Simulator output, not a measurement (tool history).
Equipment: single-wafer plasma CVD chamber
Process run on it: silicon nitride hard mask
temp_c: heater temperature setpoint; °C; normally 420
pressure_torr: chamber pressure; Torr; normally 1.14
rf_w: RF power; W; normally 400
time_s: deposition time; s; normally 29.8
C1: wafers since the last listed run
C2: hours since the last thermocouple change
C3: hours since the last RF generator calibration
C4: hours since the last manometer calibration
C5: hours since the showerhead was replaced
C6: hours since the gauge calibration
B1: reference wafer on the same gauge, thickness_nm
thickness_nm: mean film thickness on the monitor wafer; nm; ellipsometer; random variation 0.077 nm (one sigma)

{"run": 1, "hour": 0.0, "temp_c": 420, "pressure_torr": 1.14, "rf_w": 400, "time_s": 29.8, "C1": 0, "C2": 1759.4, "C3": 1490.1, "C4": 726.6, "C5": 2797.4, "C6": 182.7, "B1": 45.814, "thickness_nm": 37.707}
{"run": 2, "hour": 9.7, "temp_c": 420, "pressure_torr": 1.14, "rf_w": 400, "time_s": 29.8, "C1": 181, "C2": 1769.1, "C3": 1499.8, "C4": 736.3, "C5": 2807.1, "C6": 192.4, "B1": 45.794, "thickness_nm": 37.79}
{"run": 3, "hour": 20.2, "temp_c": 420, "pressure_torr": 1.14, "rf_w": 400, "time_s": 29.8, "C1": 196, "C2": 1779.6, "C3": 1510.3, "C4": 746.8, "C5": 2817.6, "C6": 202.9, "B1": 45.743, "thickness_nm": 37.736}
{"run": 4, "hour": 30.6, "temp_c": 420, "pressure_torr": 1.14, "rf_w": 400, "time_s": 29.8, "C1": 194, "C2": 1790.0, "C3": 1520.7, "C4": 757.2, "C5": 2828.0, "C6": 213.3, "B1": 45.848, "thickness_nm": 37.799}
{"run": 5, "hour": 47.2, "temp_c": 420, "pressure_torr": 1.14, "rf_w": 400, "time_s": 29.8, "C1": 311, "C2": 1806.6, "C3": 1537.3, "C4": 773.8, "C5": 2844.6, "C6": 229.9, "B1": 45.8, "thickness_nm": 37.804}
{"run": 6, "hour": 60.6, "temp_c": 420, "pressure_torr": 1.14, "rf_w": 400, "time_s": 29.8, "C1": 251, "C2": 1820.0, "C3": 1550.7, "C4": 787.2, "C5": 2858.0, "C6": 243.3, "B1": 45.794, "thickness_nm": 37.698}
{"run": 7, "hour": 78.6, "temp_c": 420, "pressure_torr": 1.14, "rf_w": 400, "time_s": 31.2, "C1": 337, "C2": 1838.0, "C3": 1568.7, "C4": 805.2, "C5": 2876.0, "C6": 261.3, "B1": 45.8, "thickness_nm": 39.378}
{"run": 8, "hour": 115.3, "temp_c": 420, "pressure_torr": 1.14, "rf_w": 400, "time_s": 29.8, "C1": 687, "C2": 1874.7, "C3": 1605.4, "C4": 841.9, "C5": 2912.7, "C6": 298.0, "B1": 45.8, "thickness_nm": 37.749}
{"hour": 130.3, "done": "thermocouple changed; heater temperature recalibrated"}
{"run": 9, "hour": 130.8, "temp_c": 420, "pressure_torr": 1.14, "rf_w": 400, "time_s": 29.8, "C1": 140, "C2": 0.5, "C3": 1620.9, "C4": 857.4, "C5": 2928.2, "C6": 313.5, "B1": 45.775, "thickness_nm": 37.665}
{"run": 10, "hour": 134.8, "temp_c": 420, "pressure_torr": 1.14, "rf_w": 400, "time_s": 29.8, "C1": 74, "C2": 4.5, "C3": 1624.9, "C4": 861.4, "C5": 2932.2, "C6": 317.5, "B1": 45.806, "thickness_nm": 37.714}
{"run": 11, "hour": 141.8, "temp_c": 420, "pressure_torr": 1.14, "rf_w": 400, "time_s": 29.8, "C1": 131, "C2": 11.5, "C3": 1631.9, "C4": 868.4, "C5": 2939.2, "C6": 324.5, "B1": 45.852, "thickness_nm": 37.73}
{"run": 12, "hour": 154.1, "temp_c": 420, "pressure_torr": 1.14, "rf_w": 400, "time_s": 29.8, "C1": 230, "C2": 23.8, "C3": 1644.2, "C4": 880.7, "C5": 2951.5, "C6": 336.8, "B1": 45.796, "thickness_nm": 37.565}
{"hour": 165.3, "done": "showerhead replaced"}
{"run": 13, "hour": 166.0, "temp_c": 424, "pressure_torr": 0.92, "rf_w": 370, "time_s": 34.5, "C1": 73, "C2": 35.7, "C3": 1656.1, "C4": 892.6, "C5": 0.7, "C6": 348.7, "B1": 45.82, "thickness_nm": 40.087}
{"run": 14, "hour": 181.1, "temp_c": 409, "pressure_torr": 1.14, "rf_w": 400, "time_s": 29.8, "C1": 282, "C2": 50.8, "C3": 1671.2, "C4": 907.7, "C5": 15.8, "C6": 363.8, "B1": 45.799, "thickness_nm": 37.77}
{"run": 15, "hour": 196.4, "temp_c": 429, "pressure_torr": 1.05, "rf_w": 420, "time_s": 27.1, "C1": 286, "C2": 66.1, "C3": 1686.5, "C4": 923.0, "C5": 31.1, "C6": 379.1, "B1": 45.769, "thickness_nm": 34.251}
{"run": 16, "hour": 209.4, "temp_c": 420, "pressure_torr": 1.14, "rf_w": 400, "time_s": 29.8, "C1": 243, "C2": 79.1, "C3": 1699.5, "C4": 936.0, "C5": 44.1, "C6": 392.1, "B1": 45.809, "thickness_nm": 37.607}
{"hour": 210.5, "done": "gauge calibrated"}
{"run": 17, "hour": 226.7, "temp_c": 414, "pressure_torr": 1.14, "rf_w": 465, "time_s": 29.8, "C1": 324, "C2": 96.4, "C3": 1716.8, "C4": 953.3, "C5": 61.4, "C6": 16.2, "B1": 45.815, "thickness_nm": 40.346}
{"run": 18, "hour": 240.7, "temp_c": 420, "pressure_torr": 1.14, "rf_w": 400, "time_s": 29.8, "C1": 262, "C2": 110.4, "C3": 1730.8, "C4": 967.3, "C5": 75.4, "C6": 30.2, "B1": 45.818, "thickness_nm": 37.452}
{"run": 19, "hour": 249.2, "temp_c": 429, "pressure_torr": 1.14, "rf_w": 400, "time_s": 32.0, "C1": 159, "C2": 118.9, "C3": 1739.3, "C4": 975.8, "C5": 83.9, "C6": 38.7, "B1": 45.808, "thickness_nm": 40.262}
{"run": 20, "hour": 261.5, "temp_c": 412, "pressure_torr": 0.86, "rf_w": 345, "time_s": 27.7, "C1": 230, "C2": 131.2, "C3": 1751.6, "C4": 988.1, "C5": 96.2, "C6": 51.0, "B1": 45.773, "thickness_nm": 30.913}
{"run": 21, "hour": 271.8, "temp_c": 433, "pressure_torr": 1.14, "rf_w": 400, "time_s": 29.8, "C1": 192, "C2": 141.5, "C3": 1761.9, "C4": 998.4, "C5": 106.5, "C6": 61.3, "B1": 45.79, "thickness_nm": 37.384}
{"hour": 287.1, "done": "RF generator calibrated"}
{"hour": 288.5, "done": "capacitance manometer re-zeroed and calibrated"}
{"run": 22, "hour": 324.8, "temp_c": 424, "pressure_torr": 0.9, "rf_w": 475, "time_s": 31.4, "C1": 817, "C2": 194.5, "C3": 37.7, "C4": 36.3, "C5": 159.5, "C6": 114.3, "B1": 45.777, "thickness_nm": 41.199}
{"run": 23, "hour": 375.9, "temp_c": 408, "pressure_torr": 1.14, "rf_w": 400, "time_s": 33.9, "C1": 957, "C2": 245.6, "C3": 88.8, "C4": 87.4, "C5": 210.6, "C6": 165.4, "B1": 45.768, "thickness_nm": 43.582}
{"run": 24, "hour": 392.9, "temp_c": 408, "pressure_torr": 1.3, "rf_w": 375, "time_s": 33.1, "C1": 318, "C2": 262.6, "C3": 105.8, "C4": 104.4, "C5": 227.6, "C6": 182.4, "B1": 45.811, "thickness_nm": 42.381}
{"run": 25, "hour": 409.5, "temp_c": 434, "pressure_torr": 1.25, "rf_w": 400, "time_s": 29.8, "C1": 311, "C2": 279.2, "C3": 122.4, "C4": 121.0, "C5": 244.2, "C6": 199.0, "B1": 45.753, "thickness_nm": 38.605}

Each row is a separate what-if for the run after 25, all from the same tool condition, not one after another. Results?
{"run": "A", "hour": 409.9, "temp_c": 420, "pressure_torr": 1.14, "rf_w": 400, "time_s": 29.8, "C1": 7, "C2": 279.6, "C3": 122.8, "C4": 121.4, "C5": 244.6, "C6": 199.4, "B1": "?", "thickness_nm": "?"}
{"run": "B", "hour": 409.9, "temp_c": 435, "pressure_torr": 0.88, "rf_w": 365, "time_s": 29.8, "C1": 7, "C2": 279.6, "C3": 122.8, "C4": 121.4, "C5": 244.6, "C6": 199.4, "B1": "?", "thickness_nm": "?"}
{"run": "C", "hour": 409.9, "temp_c": 432, "pressure_torr": 1.14, "rf_w": 400, "time_s": 24.3, "C1": 7, "C2": 279.6, "C3": 122.8, "C4": 121.4, "C5": 244.6, "C6": 199.4, "B1": "?", "thickness_nm": "?"}

run=A B1=45.806 thickness_nm=38.097
run=B B1=45.806 thickness_nm=34.420
run=C B1=45.806 thickness_nm=30.933
Stripped of hidden state, with their random variation kept, the same runs would have yielded:
run=A thickness_nm=38.192
run=B thickness_nm=34.506
run=C thickness_nm=31.010
